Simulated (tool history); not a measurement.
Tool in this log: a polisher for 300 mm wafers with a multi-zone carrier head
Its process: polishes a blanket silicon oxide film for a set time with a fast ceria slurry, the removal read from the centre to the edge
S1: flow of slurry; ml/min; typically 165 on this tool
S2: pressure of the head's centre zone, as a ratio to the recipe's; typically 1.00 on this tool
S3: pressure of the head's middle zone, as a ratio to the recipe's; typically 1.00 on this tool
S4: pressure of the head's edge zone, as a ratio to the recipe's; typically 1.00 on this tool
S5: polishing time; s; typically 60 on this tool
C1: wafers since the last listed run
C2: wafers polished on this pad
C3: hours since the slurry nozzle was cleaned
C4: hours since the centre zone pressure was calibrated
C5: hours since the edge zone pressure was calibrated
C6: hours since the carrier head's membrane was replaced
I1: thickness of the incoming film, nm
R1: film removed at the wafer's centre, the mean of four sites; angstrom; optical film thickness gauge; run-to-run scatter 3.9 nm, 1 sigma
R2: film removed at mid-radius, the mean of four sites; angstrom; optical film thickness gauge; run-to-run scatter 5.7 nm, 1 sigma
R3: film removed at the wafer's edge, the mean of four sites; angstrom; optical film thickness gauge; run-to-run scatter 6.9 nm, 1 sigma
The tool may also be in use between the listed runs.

run     day   S1    S2    S3    S4  S5    C1    C2     C3      C4     C5      C6      I1    R1    R2    R3
  1   0.000  165  1.00  1.00  1.00  60     0  1819  627.1   169.3  433.0   396.7  3941.6  4672  4788  4889
      0.429  -- slurry nozzle cleaned
  2   1.958  165  1.00  1.00  1.00  60   343  2163   36.7   216.3  480.0   443.7  3956.9  4961  5267  5104
  3   4.371  165  1.00  1.00  1.00  60   432  2595   94.6   274.2  537.9   501.6  4009.7  4937  5088  5181
  4   7.225  165  1.00  0.96  1.00  79   511  3106  163.1   342.7  606.4   570.1  3995.7  6495  6427  6571
  5   9.008  220  0.90  1.00  0.93  60   319  3426  205.9   385.5  649.2   612.9  4011.3  4853  5366  5076
      9.854  -- edge zone pressure recalibrated
      9.904  -- worn pad replaced by a new one
  6  10.621  165  1.09  1.00  1.00  60   265   128  244.6   424.2   18.4   651.6  3988.6  5242  5031  4988
  7  14.642  165  0.93  0.93  0.91  39   720   849  341.1   520.7  114.9   748.1  3971.1  3035  3035  3079
  8  16.183  165  1.00  1.00  1.00  60   276  1125  378.1   557.7  151.9   785.1  3924.5  4725  5034  5003
  9  19.696  165  0.95  0.88  0.94  51   629  1754  462.4   642.0  236.2   869.4  4010.3  3890  3798  4056
 10  22.362  115  0.95  1.00  0.89  60   477  2232  526.4   706.0  300.2   933.4  3999.5  3927  4411  4228
 11  24.362  135  1.00  1.12  0.90  68   358  2590  574.4   754.0  348.2   981.4  3935.3  4946  5635  5085
     26.250  -- slurry nozzle cleaned
 12  28.754  145  1.09  1.07  1.10  60   779  3370   60.1   859.4  453.6  1086.8  3966.4  5107  5357  5272
 13  32.367  165  1.00  1.00  1.00  60   647  4017  146.8   946.1  540.3  1173.5  3939.1  5029  5158  5185
     34.212  -- worn pad replaced by a new one
 14  36.396  165  1.00  1.00  1.00  60   692   391  243.5  1042.8  637.0  1270.2  4055.7  4930  5037  5100
     37.150  -- centre zone pressure recalibrated
 15  38.921  165  1.00  1.00  1.00  60   437   828  304.1    42.5  697.6  1330.8  4023.7  4853  5011  5007
     39.388  -- carrier head's membrane replaced by a new one
 16  42.262  165  1.05  1.00  1.00  60   561  1390  384.3   122.7  777.8    69.0  4025.0  4999  4992  5060
     42.975  -- edge zone pressure recalibrated
 17  44.604  165  1.00  1.00  1.00  67   404  1794  440.5   178.9   39.1   125.2  3982.2  5345  5536  5574
 18  46.488  190  1.12  0.97  0.96  60   337  2132  485.7   224.1   84.3   170.4  3906.5  5339  4996  5026
     52.079  -- slurry nozzle cleaned
 19  58.392  225  1.04  1.00  1.09  60  2125  4257  151.5   509.8  370.0   456.1  3974.2  5438  5488  5622
     59.100  -- worn pad replaced by a new one
 20  62.471  165  1.00  1.00  1.00  48   700   603  249.4   607.7  467.9   554.0  3918.8  3916  4005  4122
 21  64.108  165  1.10  1.05  0.90  54   293   897  288.7   647.0  507.2   593.3  4065.7  4699  4818  4426

Predict each of these 5 candidate next runs independently; none follows another, all start after run 21:
  A  64.125  165  1.00  1.00  1.00  75   2  900  289.1  647.4  507.6  593.7  3970.8   ?   ?   ?
  B  64.125  105  1.00  0.89  1.00  43   2  900  289.1  647.4  507.6  593.7  3970.8   ?   ?   ?
  C  64.125  125  0.93  1.00  1.00  60   2  900  289.1  647.4  507.6  593.7  3970.8   ?   ?   ?
  D  64.125  165  1.09  1.00  1.05  60   2  900  289.1  647.4  507.6  593.7  3970.8   ?   ?   ?
  E  64.125  165  1.10  1.00  1.00  80   2  900  289.1  647.4  507.6  593.7  3970.8   ?   ?   ?

run    R1    R2    R3
  A  6148  6324  6355
  B  3027  2882  3333
  C  4310  4706  4833
  D  5223  5057  5206
  E  7009  6743  6778
With no hidden state in the tool, these same runs would have given:
run    R1    R2    R3
  A  6351  6509  6488
  B  3195  3020  3439
  C  4505  4892  4964
  D  5395  5205  5316
  E  7240  6941  6921
